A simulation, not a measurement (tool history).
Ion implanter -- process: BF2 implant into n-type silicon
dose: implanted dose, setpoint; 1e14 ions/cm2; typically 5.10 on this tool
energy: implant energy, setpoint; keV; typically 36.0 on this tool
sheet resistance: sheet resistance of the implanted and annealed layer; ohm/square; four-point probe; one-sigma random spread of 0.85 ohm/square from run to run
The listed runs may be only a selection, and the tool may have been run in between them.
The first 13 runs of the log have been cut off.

run	hour	dose	energy	wafers since the last listed run	hours since the last dose calibration	hours since the extraction supply was calibrated	hours since the gauge calibration	read-back reference wafer on the same gauge, sheet resistance	sheet resistance
14	946.2	5.10	28.0	416	351.0	5884.8	2109.4	259.00	230.47
# hour 968.8: gauge calibrated
15	977.1	5.10	36.0	454	381.9	5915.7	8.3	258.95	221.64
# hour 1004.5: extraction supply calibrated
16	1041.4	5.10	36.0	828	446.2	36.9	72.6	258.99	221.54
17	1088.4	5.10	36.0	691	493.2	83.9	119.6	258.84	222.42
# hour 1137.8: Faraday cup replaced and dose calibrated
18	1149.5	5.10	36.0	781	11.7	145.0	180.7	259.21	231.78
19	1221.5	6.18	36.0	1059	83.7	217.0	252.7	259.08	195.83
20	1258.4	3.98	43.5	543	120.6	253.9	289.6	258.96	275.59
21	1300.8	5.50	30.5	624	163.0	296.3	332.0	259.28	219.58
22	1328.3	5.10	25.0	404	190.5	323.8	359.5	259.01	239.96
23	1373.7	5.10	36.0	668	235.9	369.2	404.9	258.80	226.39
24	1417.6	4.61	25.5	646	279.8	413.1	448.8	259.02	256.89
25	1452.2	5.54	43.5	509	314.4	447.7	483.4	259.21	204.50
26	1491.2	5.94	41.5	574	353.4	486.7	522.4	258.90	193.96
27	1529.5	5.10	36.0	563	391.7	525.0	560.7	258.86	222.37
# hour 1632.3: Faraday cup replaced and dose calibrated
28	1634.6	5.10	30.0	1429	2.3	630.1	665.8	258.85	236.53
29	1744.1	5.10	36.0	1611	111.8	739.6	775.3	259.08	224.53
30	1785.2	6.18	36.0	604	152.9	780.7	816.4	259.27	193.73
31	1824.1	6.38	47.0	572	191.8	819.6	855.3	259.05	179.90
32	1855.6	5.10	24.0	463	223.3	851.1	886.8	258.78	240.03
33	1915.9	6.19	36.0	887	283.6	911.4	947.1	258.92	191.93
34	1968.2	5.10	48.0	769	335.9	963.7	999.4	258.99	213.56
35	2038.8	5.10	36.0	1039	406.5	1034.3	1070.0	259.02	222.22
36	2197.2	4.00	45.5	2331	564.9	1192.7	1228.4	258.92	266.14

Alternative continuations, all from the tool just after run 36; predict every row:
A	2197.6	5.10	36.0	5	565.3	1193.1	1228.8	?	?
B	2197.6	5.10	47.5	5	565.3	1193.1	1228.8	?	?
C	2197.6	4.35	31.5	5	565.3	1193.1	1228.8	?	?
D	2197.6	4.36	41.5	5	565.3	1193.1	1228.8	?	?
E	2197.6	5.76	42.5	5	565.3	1193.1	1228.8	?	?

run	read-back reference wafer on the same gauge, sheet resistance	sheet resistance
A	258.96	221.02
B	258.96	213.75
C	258.96	256.49
D	258.96	247.87
E	258.96	195.69
Stripped of hidden state, with their random variation kept, the same runs would have yielded:
run	sheet resistance
A	229.80
B	222.71
C	266.90
D	258.46
E	203.41
